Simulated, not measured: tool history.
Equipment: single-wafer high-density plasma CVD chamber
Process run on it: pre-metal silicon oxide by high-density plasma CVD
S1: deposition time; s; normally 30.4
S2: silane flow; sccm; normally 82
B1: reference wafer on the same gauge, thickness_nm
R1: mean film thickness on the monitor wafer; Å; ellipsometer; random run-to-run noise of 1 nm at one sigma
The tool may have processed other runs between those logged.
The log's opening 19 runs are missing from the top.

-- hour=1133.8 gauge calibrated
run 20 hour=1143.4 | S1=36.0 S2=98 | B1=257.972 | R1=3383.58
run 21 hour=1201.0 | S1=30.4 S2=82 | B1=257.923 | R1=2466.85
run 22 hour=1228.5 | S1=32.6 S2=73 | B1=258.089 | R1=2445.98
run 23 hour=1284.2 | S1=28.2 S2=82 | B1=257.766 | R1=2283.63
run 24 hour=1344.5 | S1=30.4 S2=96 | B1=258.219 | R1=2802.13
run 25 hour=1415.5 | S1=30.4 S2=82 | B1=257.986 | R1=2482.76
run 26 hour=1514.8 | S1=30.4 S2=82 | B1=258.105 | R1=2478.25
run 27 hour=1559.9 | S1=24.9 S2=82 | B1=258.001 | R1=2024.78
run 28 hour=1584.2 | S1=34.4 S2=95 | B1=257.935 | R1=3118.84
run 29 hour=1629.5 | S1=26.6 S2=89 | B1=258.377 | R1=2303.38
run 30 hour=1686.3 | S1=30.4 S2=95 | B1=257.682 | R1=2758.04
run 31 hour=1732.9 | S1=25.9 S2=82 | B1=257.826 | R1=2100.96
run 32 hour=1801.7 | S1=27.4 S2=82 | B1=257.882 | R1=2207.92
run 33 hour=1860.7 | S1=35.6 S2=76 | B1=257.858 | R1=2706.73
run 34 hour=1920.3 | S1=30.4 S2=97 | B1=257.814 | R1=2807.07
run 35 hour=1948.3 | S1=32.7 S2=73 | B1=257.808 | R1=2440.41
run 36 hour=2013.2 | S1=30.4 S2=82 | B1=257.748 | R1=2438.81

4 options for the next run, each taken on its own from the tool as it stands now. Forecast them:
run A hour=2013.6 | S1=25.1 S2=82 | B1=? | R1=?
run B hour=2013.6 | S1=24.7 S2=70 | B1=? | R1=?
run C hour=2013.6 | S1=32.5 S2=82 | B1=? | R1=?
run D hour=2013.6 | S1=32.8 S2=82 | B1=? | R1=?

run=A B1=257.902 R1=2043.98
run=B B1=257.902 R1=1788.29
run=C B1=257.902 R1=2646.59
run=D B1=257.902 R1=2671.02
Stripped of hidden state, with their random variation kept, the same runs would have yielded:
run=A R1=2070.23
run=B R1=1811.26
run=C R1=2680.58
run=D R1=2705.32
